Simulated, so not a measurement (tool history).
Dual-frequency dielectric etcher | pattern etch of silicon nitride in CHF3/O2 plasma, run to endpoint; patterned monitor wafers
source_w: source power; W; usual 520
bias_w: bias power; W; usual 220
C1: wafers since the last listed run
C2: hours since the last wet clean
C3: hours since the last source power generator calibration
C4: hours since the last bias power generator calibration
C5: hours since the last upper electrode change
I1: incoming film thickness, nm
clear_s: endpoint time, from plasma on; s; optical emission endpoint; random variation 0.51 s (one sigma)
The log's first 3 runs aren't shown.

run 4 hour=137.5 | source_w=520 bias_w=201 | C1=360 C2=308.1 C3=2050.5 C4=3543.7 C5=2153 | I1=92.2 | clear_s=59.4
run 5 hour=193.3 | source_w=520 bias_w=201 | C1=516 C2=363.9 C3=2106.3 C4=3599.5 C5=2208.8 | I1=91.9 | clear_s=59.1
run 6 hour=226.4 | source_w=520 bias_w=233 | C1=306 C2=397 C3=2139.4 C4=3632.6 C5=2241.9 | I1=92 | clear_s=55.9
run 7 hour=251.9 | source_w=520 bias_w=220 | C1=236 C2=422.5 C3=2164.9 C4=3658.1 C5=2267.4 | I1=92.3 | clear_s=58.4
-- hour=296.8 bias power generator calibrated
run 8 hour=303.1 | source_w=520 bias_w=220 | C1=437 C2=473.7 C3=2216.1 C4=6.3 C5=2318.6 | I1=92.2 | clear_s=58.1
run 9 hour=370.8 | source_w=520 bias_w=220 | C1=627 C2=541.4 C3=2283.8 C4=74 C5=2386.3 | I1=91.5 | clear_s=56.7
-- hour=409.9 wet clean of the chamber
-- hour=436.5 upper electrode replaced
run 10 hour=438.2 | source_w=520 bias_w=220 | C1=179 C2=28.3 C3=2351.2 C4=141.4 C5=1.7 | I1=91.6 | clear_s=60.8
run 11 hour=469 | source_w=570 bias_w=220 | C1=285 C2=59.1 C3=2382 C4=172.2 C5=32.5 | I1=92.6 | clear_s=59
run 12 hour=539.2 | source_w=520 bias_w=196 | C1=650 C2=129.3 C3=2452.2 C4=242.4 C5=102.7 | I1=91.8 | clear_s=60.9
run 13 hour=565.3 | source_w=640 bias_w=174 | C1=241 C2=155.4 C3=2478.3 C4=268.5 C5=128.8 | I1=91.2 | clear_s=58.2
run 14 hour=618.5 | source_w=520 bias_w=220 | C1=492 C2=208.6 C3=2531.5 C4=321.7 C5=182 | I1=91.6 | clear_s=59.3
run 15 hour=667 | source_w=390 bias_w=241 | C1=449 C2=257.1 C3=2580 C4=370.2 C5=230.5 | I1=92.6 | clear_s=64.9
run 16 hour=692.1 | source_w=420 bias_w=255 | C1=232 C2=282.2 C3=2605.1 C4=395.3 C5=255.6 | I1=92.2 | clear_s=60.5
run 17 hour=721 | source_w=430 bias_w=254 | C1=267 C2=311.1 C3=2634 C4=424.2 C5=284.5 | I1=91.6 | clear_s=60.8
run 18 hour=774.5 | source_w=420 bias_w=242 | C1=495 C2=364.6 C3=2687.5 C4=477.7 C5=338 | I1=92.1 | clear_s=61.8
run 19 hour=818.3 | source_w=490 bias_w=180 | C1=405 C2=408.4 C3=2731.3 C4=521.5 C5=381.8 | I1=91.7 | clear_s=62.4
run 20 hour=865.9 | source_w=580 bias_w=266 | C1=440 C2=456 C3=2778.9 C4=569.1 C5=429.4 | I1=92.3 | clear_s=53.2
run 21 hour=891 | source_w=420 bias_w=198 | C1=232 C2=481.1 C3=2804 C4=594.2 C5=454.5 | I1=93.1 | clear_s=64.5
-- hour=920.1 source power generator calibrated
run 22 hour=957.3 | source_w=650 bias_w=236 | C1=577 C2=547.4 C3=37.2 C4=660.5 C5=520.8 | I1=92.3 | clear_s=51.6
-- hour=985.5 wet clean of the chamber
run 23 hour=1002.2 | source_w=520 bias_w=173 | C1=193 C2=16.7 C3=82.1 C4=705.4 C5=565.7 | I1=92.1 | clear_s=64.4
run 24 hour=1061 | source_w=570 bias_w=220 | C1=544 C2=75.5 C3=140.9 C4=764.2 C5=624.5 | I1=91.9 | clear_s=59.5
run 25 hour=1116.6 | source_w=460 bias_w=220 | C1=515 C2=131.1 C3=196.5 C4=819.8 C5=680.1 | I1=92.3 | clear_s=62.5
run 26 hour=1155.3 | source_w=520 bias_w=220 | C1=358 C2=169.8 C3=235.2 C4=858.5 C5=718.8 | I1=91.9 | clear_s=60.5
run 27 hour=1210.5 | source_w=420 bias_w=175 | C1=511 C2=225 C3=290.4 C4=913.7 C5=774 | I1=92.2 | clear_s=69.6

Forecast run 28:
run 28 hour=1244 | source_w=580 bias_w=244 | C1=310 C2=258.5 C3=323.9 C4=947.2 C5=807.5 | I1=92.8 | clear_s=?

clear_s: 55.8 s
Without the tool's hidden state the same run would have given clear_s 56.6 s.
